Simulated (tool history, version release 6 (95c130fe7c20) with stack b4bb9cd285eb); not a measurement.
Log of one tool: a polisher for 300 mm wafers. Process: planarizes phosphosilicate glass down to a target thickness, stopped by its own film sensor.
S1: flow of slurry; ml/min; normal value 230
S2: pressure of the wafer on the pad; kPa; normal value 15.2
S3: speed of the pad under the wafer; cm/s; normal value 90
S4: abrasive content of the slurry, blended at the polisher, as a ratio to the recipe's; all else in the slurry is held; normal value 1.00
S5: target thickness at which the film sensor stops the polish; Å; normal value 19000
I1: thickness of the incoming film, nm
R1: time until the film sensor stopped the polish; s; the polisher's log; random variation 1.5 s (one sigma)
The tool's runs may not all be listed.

{"run": 1, "hour": 0.0, "S1": 230, "S2": 15.2, "S3": 106, "S4": 1.0, "S5": 19000, "I1": 2354.2, "R1": 77.1}
{"run": 2, "hour": 36.6, "S1": 230, "S2": 15.2, "S3": 106, "S4": 1.0, "S5": 19000, "I1": 2278.6, "R1": 67.7}
{"run": 3, "hour": 44.7, "S1": 230, "S2": 15.2, "S3": 106, "S4": 1.0, "S5": 19000, "I1": 2298.5, "R1": 70.5}
{"run": 4, "hour": 59.8, "S1": 230, "S2": 15.2, "S3": 90, "S4": 1.0, "S5": 19000, "I1": 2346.1, "R1": 85.7}
{"hour": 69.9, "done": "worn pad replaced by a new one"}
{"run": 5, "hour": 70.4, "S1": 230, "S2": 15.2, "S3": 90, "S4": 1.0, "S5": 19000, "I1": 2302.4, "R1": 76.8}
{"run": 6, "hour": 86.4, "S1": 230, "S2": 15.2, "S3": 90, "S4": 1.0, "S5": 19000, "I1": 2298.7, "R1": 76.5}
{"run": 7, "hour": 98.3, "S1": 165, "S2": 15.2, "S3": 90, "S4": 1.25, "S5": 19000, "I1": 2280.2, "R1": 63.1}
{"run": 8, "hour": 107.3, "S1": 230, "S2": 15.2, "S3": 90, "S4": 1.0, "S5": 19000, "I1": 2328.6, "R1": 85.4}
{"hour": 109.7, "done": "conditioning disc replaced and pad reconditioned"}
{"run": 9, "hour": 122.7, "S1": 230, "S2": 15.2, "S3": 112, "S4": 1.0, "S5": 19000, "I1": 2352.7, "R1": 82.7}
{"hour": 138.8, "done": "slurry blender recalibrated"}
{"run": 10, "hour": 139.3, "S1": 310, "S2": 15.2, "S3": 64, "S4": 1.1, "S5": 18150, "I1": 2338.3, "R1": 97.8}
{"run": 11, "hour": 159.6, "S1": 230, "S2": 15.2, "S3": 90, "S4": 1.0, "S5": 19000, "I1": 2335.4, "R1": 79.6}
{"run": 12, "hour": 174.2, "S1": 230, "S2": 15.2, "S3": 90, "S4": 1.0, "S5": 19000, "I1": 2334.4, "R1": 77.4}
{"hour": 180.1, "done": "slurry nozzle cleaned"}
{"run": 13, "hour": 183.4, "S1": 290, "S2": 15.2, "S3": 60, "S4": 0.9, "S5": 18000, "I1": 2332.5, "R1": 119.5}
{"run": 14, "hour": 190.2, "S1": 230, "S2": 15.2, "S3": 74, "S4": 1.15, "S5": 19000, "I1": 2305.8, "R1": 70.7}
{"hour": 199.4, "done": "head pressure recalibrated"}
{"run": 15, "hour": 200.8, "S1": 230, "S2": 15.2, "S3": 90, "S4": 1.0, "S5": 19000, "I1": 2341.1, "R1": 86.0}
{"run": 16, "hour": 211.1, "S1": 230, "S2": 15.2, "S3": 90, "S4": 1.0, "S5": 19000, "I1": 2339.9, "R1": 84.3}
{"run": 17, "hour": 221.8, "S1": 230, "S2": 15.2, "S3": 90, "S4": 1.0, "S5": 19000, "I1": 2311.0, "R1": 77.3}
{"run": 18, "hour": 235.2, "S1": 270, "S2": 10.3, "S3": 74, "S4": 0.85, "S5": 19000, "I1": 2315.9, "R1": 145.5}
{"run": 19, "hour": 247.8, "S1": 230, "S2": 18.6, "S3": 108, "S4": 1.2, "S5": 20310, "I1": 2362.9, "R1": 43.1}
{"hour": 255.1, "done": "worn pad replaced by a new one"}
{"run": 20, "hour": 259.4, "S1": 230, "S2": 15.2, "S3": 90, "S4": 1.0, "S5": 19000, "I1": 2305.4, "R1": 80.2}
{"run": 21, "hour": 277.4, "S1": 290, "S2": 15.2, "S3": 102, "S4": 0.85, "S5": 19000, "I1": 2297.2, "R1": 83.3}
{"run": 22, "hour": 285.8, "S1": 230, "S2": 20.7, "S3": 90, "S4": 1.0, "S5": 19400, "I1": 2326.0, "R1": 54.9}
{"run": 23, "hour": 297.1, "S1": 230, "S2": 15.2, "S3": 90, "S4": 0.75, "S5": 18550, "I1": 2360.4, "R1": 125.0}
{"run": 24, "hour": 304.1, "S1": 230, "S2": 15.2, "S3": 66, "S4": 1.0, "S5": 19000, "I1": 2277.8, "R1": 87.4}
{"run": 25, "hour": 315.8, "S1": 290, "S2": 15.2, "S3": 90, "S4": 1.0, "S5": 19370, "I1": 2325.7, "R1": 76.3}

Each row is a separate what-if for the run after 25, all from the same tool condition, not one after another. Results?
{"run": "A", "hour": 316.3, "S1": 185, "S2": 15.2, "S3": 90, "S4": 1.0, "S5": 19000, "I1": 2302.5, "R1": "?"}
{"run": "B", "hour": 316.3, "S1": 230, "S2": 11.0, "S3": 90, "S4": 1.0, "S5": 18600, "I1": 2302.5, "R1": "?"}
{"run": "C", "hour": 316.3, "S1": 280, "S2": 11.7, "S3": 80, "S4": 0.9, "S5": 19000, "I1": 2302.5, "R1": "?"}
{"run": "D", "hour": 316.3, "S1": 275, "S2": 15.2, "S3": 66, "S4": 1.2, "S5": 19580, "I1": 2302.5, "R1": "?"}
{"run": "E", "hour": 316.3, "S1": 300, "S2": 15.2, "S3": 90, "S4": 1.1, "S5": 19000, "I1": 2302.5, "R1": "?"}

run=A R1=81.7
run=B R1=120.9
run=C R1=117.4
run=D R1=68.3
run=E R1=72.9
With no hidden state in the tool, these same runs would have given:
run=A R1=78.6
run=B R1=116.4
run=C R1=111.9
run=D R1=66.7
run=E R1=70.8
